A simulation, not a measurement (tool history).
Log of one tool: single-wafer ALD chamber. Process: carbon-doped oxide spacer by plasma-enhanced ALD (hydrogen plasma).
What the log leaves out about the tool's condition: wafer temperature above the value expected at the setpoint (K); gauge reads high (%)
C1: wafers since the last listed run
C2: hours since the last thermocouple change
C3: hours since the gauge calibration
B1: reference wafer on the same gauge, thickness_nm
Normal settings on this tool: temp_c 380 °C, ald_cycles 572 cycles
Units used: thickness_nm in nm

{"run": 1, "hour": 0.0, "temp_c": 380, "ald_cycles": 572, "C1": 0, "C2": 1072.9, "C3": 414.1, "B1": 34.565, "thickness_nm": 31.389}
{"run": 2, "hour": 31.0, "temp_c": 380, "ald_cycles": 572, "C1": 19, "C2": 1103.9, "C3": 445.1, "B1": 34.653, "thickness_nm": 31.315}
{"run": 3, "hour": 107.9, "temp_c": 380, "ald_cycles": 572, "C1": 49, "C2": 1180.8, "C3": 522.0, "B1": 34.794, "thickness_nm": 31.349}
{"run": 4, "hour": 122.4, "temp_c": 380, "ald_cycles": 572, "C1": 9, "C2": 1195.3, "C3": 536.5, "B1": 34.708, "thickness_nm": 31.386}
{"run": 5, "hour": 145.3, "temp_c": 380, "ald_cycles": 572, "C1": 14, "C2": 1218.2, "C3": 559.4, "B1": 34.811, "thickness_nm": 31.596}
{"run": 6, "hour": 164.8, "temp_c": 380, "ald_cycles": 572, "C1": 12, "C2": 1237.7, "C3": 578.9, "B1": 34.82, "thickness_nm": 31.551}
{"run": 7, "hour": 200.6, "temp_c": 380, "ald_cycles": 572, "C1": 23, "C2": 1273.5, "C3": 614.7, "B1": 34.832, "thickness_nm": 31.73}
{"run": 8, "hour": 224.3, "temp_c": 380, "ald_cycles": 601, "C1": 15, "C2": 1297.2, "C3": 638.4, "B1": 34.92, "thickness_nm": 33.057}
{"run": 9, "hour": 241.5, "temp_c": 380, "ald_cycles": 601, "C1": 11, "C2": 1314.4, "C3": 655.6, "B1": 34.954, "thickness_nm": 32.886}
{"run": 10, "hour": 265.1, "temp_c": 380, "ald_cycles": 601, "C1": 15, "C2": 1338.0, "C3": 679.2, "B1": 35.001, "thickness_nm": 33.106}
{"run": 11, "hour": 279.2, "temp_c": 370, "ald_cycles": 623, "C1": 9, "C2": 1352.1, "C3": 693.3, "B1": 34.964, "thickness_nm": 34.111}
{"run": 12, "hour": 292.1, "temp_c": 370, "ald_cycles": 623, "C1": 8, "C2": 1365.0, "C3": 706.2, "B1": 34.888, "thickness_nm": 34.407}
{"run": 13, "hour": 315.5, "temp_c": 370, "ald_cycles": 623, "C1": 15, "C2": 1388.4, "C3": 729.6, "B1": 34.954, "thickness_nm": 34.392}
{"hour": 325.1, "done": "gauge calibrated"}
{"run": 14, "hour": 339.7, "temp_c": 390, "ald_cycles": 572, "C1": 15, "C2": 1412.6, "C3": 14.6, "B1": 33.796, "thickness_nm": 30.451}
{"run": 15, "hour": 362.4, "temp_c": 380, "ald_cycles": 572, "C1": 14, "C2": 1435.3, "C3": 37.3, "B1": 33.812, "thickness_nm": 30.297}
{"run": 16, "hour": 396.1, "temp_c": 380, "ald_cycles": 572, "C1": 21, "C2": 1469.0, "C3": 71.0, "B1": 33.937, "thickness_nm": 30.62}
{"run": 17, "hour": 423.0, "temp_c": 380, "ald_cycles": 572, "C1": 17, "C2": 1495.9, "C3": 97.9, "B1": 33.876, "thickness_nm": 30.593}
{"run": 18, "hour": 442.7, "temp_c": 380, "ald_cycles": 572, "C1": 12, "C2": 1515.6, "C3": 117.6, "B1": 33.878, "thickness_nm": 30.402}
{"run": 19, "hour": 469.1, "temp_c": 380, "ald_cycles": 572, "C1": 17, "C2": 1542.0, "C3": 144.0, "B1": 33.931, "thickness_nm": 30.684}
{"run": 20, "hour": 493.2, "temp_c": 380, "ald_cycles": 572, "C1": 15, "C2": 1566.1, "C3": 168.1, "B1": 34.055, "thickness_nm": 30.652}
{"run": 21, "hour": 523.0, "temp_c": 380, "ald_cycles": 572, "C1": 19, "C2": 1595.9, "C3": 197.9, "B1": 34.028, "thickness_nm": 30.626}
{"run": 22, "hour": 553.6, "temp_c": 394, "ald_cycles": 660, "C1": 19, "C2": 1626.5, "C3": 228.5, "B1": 34.027, "thickness_nm": 35.625}
{"run": 23, "hour": 578.1, "temp_c": 380, "ald_cycles": 572, "C1": 15, "C2": 1651.0, "C3": 253.0, "B1": 34.102, "thickness_nm": 30.883}
{"run": 24, "hour": 593.3, "temp_c": 374, "ald_cycles": 458, "C1": 9, "C2": 1666.2, "C3": 268.2, "B1": 34.037, "thickness_nm": 24.623}
{"run": 25, "hour": 614.9, "temp_c": 370, "ald_cycles": 623, "C1": 13, "C2": 1687.8, "C3": 289.8, "B1": 34.134, "thickness_nm": 33.366}
{"run": 26, "hour": 712.5, "temp_c": 392, "ald_cycles": 604, "C1": 62, "C2": 1785.4, "C3": 387.4, "B1": 34.216, "thickness_nm": 32.624}
{"run": 27, "hour": 730.5, "temp_c": 375, "ald_cycles": 572, "C1": 11, "C2": 1803.4, "C3": 405.4, "B1": 34.324, "thickness_nm": 31.108}
{"run": 28, "hour": 744.2, "temp_c": 374, "ald_cycles": 461, "C1": 8, "C2": 1817.1, "C3": 419.1, "B1": 34.214, "thickness_nm": 25.187}
{"run": 29, "hour": 774.0, "temp_c": 380, "ald_cycles": 572, "C1": 19, "C2": 1846.9, "C3": 448.9, "B1": 34.292, "thickness_nm": 31.135}
{"hour": 809.8, "done": "thermocouple changed; heater temperature recalibrated"}
{"run": 30, "hour": 810.3, "temp_c": 380, "ald_cycles": 572, "C1": 18, "C2": 0.5, "C3": 485.2, "B1": 34.436, "thickness_nm": 31.165}
{"run": 31, "hour": 824.6, "temp_c": 373, "ald_cycles": 610, "C1": 9, "C2": 14.8, "C3": 499.5, "B1": 34.413, "thickness_nm": 33.191}
{"run": 32, "hour": 848.7, "temp_c": 366, "ald_cycles": 629, "C1": 15, "C2": 38.9, "C3": 523.6, "B1": 34.481, "thickness_nm": 33.996}
{"run": 33, "hour": 872.3, "temp_c": 380, "ald_cycles": 572, "C1": 15, "C2": 62.5, "C3": 547.2, "B1": 34.505, "thickness_nm": 31.184}
{"run": 34, "hour": 889.7, "temp_c": 393, "ald_cycles": 679, "C1": 11, "C2": 79.9, "C3": 564.6, "B1": 34.492, "thickness_nm": 36.959}
{"run": 35, "hour": 921.3, "temp_c": 380, "ald_cycles": 572, "C1": 20, "C2": 111.5, "C3": 596.2, "B1": 34.552, "thickness_nm": 31.372}
{"hour": 926.7, "done": "gauge calibrated"}
{"run": 36, "hour": 965.8, "temp_c": 380, "ald_cycles": 572, "C1": 28, "C2": 156.0, "C3": 39.1, "B1": 33.71, "thickness_nm": 30.44}
{"run": 37, "hour": 978.1, "temp_c": 380, "ald_cycles": 520, "C1": 7, "C2": 168.3, "C3": 51.4, "B1": 33.628, "thickness_nm": 27.33}
{"run": 38, "hour": 995.4, "temp_c": 380, "ald_cycles": 572, "C1": 11, "C2": 185.6, "C3": 68.7, "B1": 33.746, "thickness_nm": 30.254}
{"run": 39, "hour": 1008.3, "temp_c": 385, "ald_cycles": 656, "C1": 8, "C2": 198.5, "C3": 81.6, "B1": 33.703, "thickness_nm": 34.91}
{"run": 40, "hour": 1033.8, "temp_c": 368, "ald_cycles": 628, "C1": 16, "C2": 224.0, "C3": 107.1, "B1": 33.775, "thickness_nm": 33.376}
{"run": 41, "hour": 1059.8, "temp_c": 380, "ald_cycles": 678, "C1": 16, "C2": 250.0, "C3": 133.1, "B1": 33.776, "thickness_nm": 36.371}

Forecast run 42:
{"run": 42, "hour": 1089.0, "temp_c": 380, "ald_cycles": 572, "C1": 18, "C2": 279.2, "C3": 162.3, "B1": "?", "thickness_nm": "?"}

B1: 33.823
thickness_nm: 30.475 nm
If the tool had no hidden condition, the same run with the same run-to-run variation would have returned thickness_nm 30.445 nm.
